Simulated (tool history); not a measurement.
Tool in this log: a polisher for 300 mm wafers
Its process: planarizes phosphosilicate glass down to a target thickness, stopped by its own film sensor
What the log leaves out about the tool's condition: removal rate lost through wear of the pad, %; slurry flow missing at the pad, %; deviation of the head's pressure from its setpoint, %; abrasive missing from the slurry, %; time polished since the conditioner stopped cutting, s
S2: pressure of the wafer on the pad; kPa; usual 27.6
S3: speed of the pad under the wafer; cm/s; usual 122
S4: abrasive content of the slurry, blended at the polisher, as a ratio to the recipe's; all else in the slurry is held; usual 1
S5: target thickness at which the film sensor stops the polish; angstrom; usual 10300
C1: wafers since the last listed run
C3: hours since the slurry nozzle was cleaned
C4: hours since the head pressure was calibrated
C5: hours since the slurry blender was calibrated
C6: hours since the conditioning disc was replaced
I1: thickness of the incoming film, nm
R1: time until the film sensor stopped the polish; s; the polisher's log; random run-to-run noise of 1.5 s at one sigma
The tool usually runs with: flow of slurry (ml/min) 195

Run 1, day 0: usual settings; C1 0; wafers polished on this pad 464; C3 159.8; C4 1201.6; C5 110.4; C6 344.9; I1 2139.6. Result: R1 110.1 s.
Run 2, day 1.325: usual settings; C1 370; wafers polished on this pad 835; C3 191.6; C4 1233.4; C5 142.2; C6 376.7; I1 2186.5. Result: R1 120.5 s.
Run 3, day 2.588: usual settings; C1 352; wafers polished on this pad 1188; C3 221.9; C4 1263.7; C5 172.5; C6 407; I1 2141.7. Result: R1 119 s.
At day 2.896: slurry nozzle cleaned.
At day 3.546: worn pad replaced by a new one.
Run 4, day 3.583: usual settings; C1 220; wafers polished on this pad 10; C3 16.5; C4 1287.6; C5 196.4; C6 430.9; I1 2156.1. Result: R1 106.9 s.
Run 5, day 4.7: usual settings but S2 32.4 kPa; C1 312; wafers polished on this pad 323; C3 43.3; C4 1314.4; C5 223.2; C6 457.7; I1 2136.2. Result: R1 95.2 s.
Run 6, day 5.658: usual settings but S2 32.4 kPa; C1 267; wafers polished on this pad 590; C3 66.3; C4 1337.4; C5 246.2; C6 480.7; I1 2145.8. Result: R1 95.4 s.
Run 7, day 7.108: usual settings but S2 32.4 kPa; C1 405; wafers polished on this pad 996; C3 101.1; C4 1372.2; C5 281; C6 515.5; I1 2145.1. Result: R1 104 s.
At day 7.938: slurry blender recalibrated.
Run 8, day 7.988: usual settings; C1 222; wafers polished on this pad 1218; C3 122.2; C4 1393.3; C5 1.2; C6 536.6; I1 2161. Result: R1 122.2 s.
At day 8.188: worn pad replaced by a new one.
Run 9, day 8.725: usual settings but S5 12080 angstrom; C1 159; wafers polished on this pad 150; C3 139.9; C4 1411; C5 18.9; C6 554.3; I1 2143.7. Result: R1 89.6 s.
At day 9.762: conditioning disc replaced and pad reconditioned.
Run 10, day 10.192: usual settings but S5 12080 angstrom; C1 386; wafers polished on this pad 536; C3 175.1; C4 1446.2; C5 54.1; C6 10.3; I1 2155.3. Result: R1 91.8 s.
At day 10.692: head pressure recalibrated.
Run 11, day 11.05: usual settings; C1 216; wafers polished on this pad 753; C3 195.7; C4 8.6; C5 74.7; C6 30.9; I1 2158.7. Result: R1 115.7 s.
At day 11.125: slurry nozzle cleaned.
Run 12, day 12.462: usual settings but S2 22.1 kPa, S3 108 cm/s; C1 383; wafers polished on this pad 1136; C3 32.1; C4 42.5; C5 108.6; C6 64.8; I1 2113.5. Result: R1 152.3 s.
At day 13.317: worn pad replaced by a new one.
Run 13, day 13.571: usual settings but S3 144 cm/s; C1 263; wafers polished on this pad 71; C3 58.7; C4 69.1; C5 135.2; C6 91.4; I1 2150.9. Result: R1 99.4 s.
Run 14, day 14.925: usual settings but S2 20 kPa, S3 84 cm/s, S4 1.3; C1 378; wafers polished on this pad 450; C3 91.2; C4 101.6; C5 167.7; C6 123.9; I1 2153.9. Result: R1 169.8 s.
Run 15, day 16.292: usual settings but S2 24.8 kPa; C1 382; wafers polished on this pad 832; C3 124; C4 134.4; C5 200.5; C6 156.7; I1 2151.5. Result: R1 135.7 s.
Run 16, day 17.692: usual settings; C1 391; wafers polished on this pad 1223; C3 157.6; C4 168; C5 234.1; C6 190.3; I1 2147.6. Result: R1 126.1 s.
At day 18.042: slurry blender recalibrated.
At day 18.092: worn pad replaced by a new one.
Run 17, day 19.633: usual settings; C1 504; wafers polished on this pad 430; C3 204.2; C4 214.6; C5 38.2; C6 236.9; I1 2153.3. Result: R1 106.4 s.
Run 18, day 20.875: usual settings but S3 98 cm/s, S4 0.75, S5 12390 angstrom; C1 347; wafers polished on this pad 777; C3 234; C4 244.4; C5 68; C6 266.7; I1 2163.9. Result: R1 118.7 s.
At day 21.375: slurry nozzle cleaned.
Run 19, day 22.354: usual settings but flow of slurry (ml/min) 170, S4 1.1; C1 401; wafers polished on this pad 1179; C3 23.5; C4 279.9; C5 103.5; C6 302.2; I1 2146.7. Result: R1 116 s.
At day 23.346: worn pad replaced by a new one.
Run 20, day 23.367: usual settings; C1 236; wafers polished on this pad 5; C3 47.8; C4 304.2; C5 127.8; C6 326.5; I1 2126.6. Result: R1 101.4 s.
Run 21, day 25.183: usual settings but flow of slurry (ml/min) 235, S3 146 cm/s, S4 1.1; C1 507; wafers polished on this pad 513; C3 91.4; C4 347.8; C5 171.4; C6 370.1; I1 2189.8. Result: R1 99.8 s.

What if the next run were any one of these 3? Each begins from the tool's condition after run 21:
Run A, day 25.204: usual settings; C1 5; wafers polished on this pad 519; C3 91.9; C4 348.3; C5 171.9; C6 370.6; I1 2110.6. Result: R1 ?.
Run B, day 25.204: usual settings but S4 1.1; C1 5; wafers polished on this pad 519; C3 91.9; C4 348.3; C5 171.9; C6 370.6; I1 2110.6. Result: R1 ?.
Run C, day 25.204: usual settings but flow of slurry (ml/min) 220, S2 24.8 kPa, S3 110 cm/s, S5 8820 angstrom; C1 5; wafers polished on this pad 519; C3 91.9; C4 348.3; C5 171.9; C6 370.6; I1 2110.6. Result: R1 ?.

run     R1
  A  105.5
  B  101.2
  C  138.1
Without the tool's hidden state the same runs would have given:
run     R1
  A   97.4
  B   93.5
  C  127.4
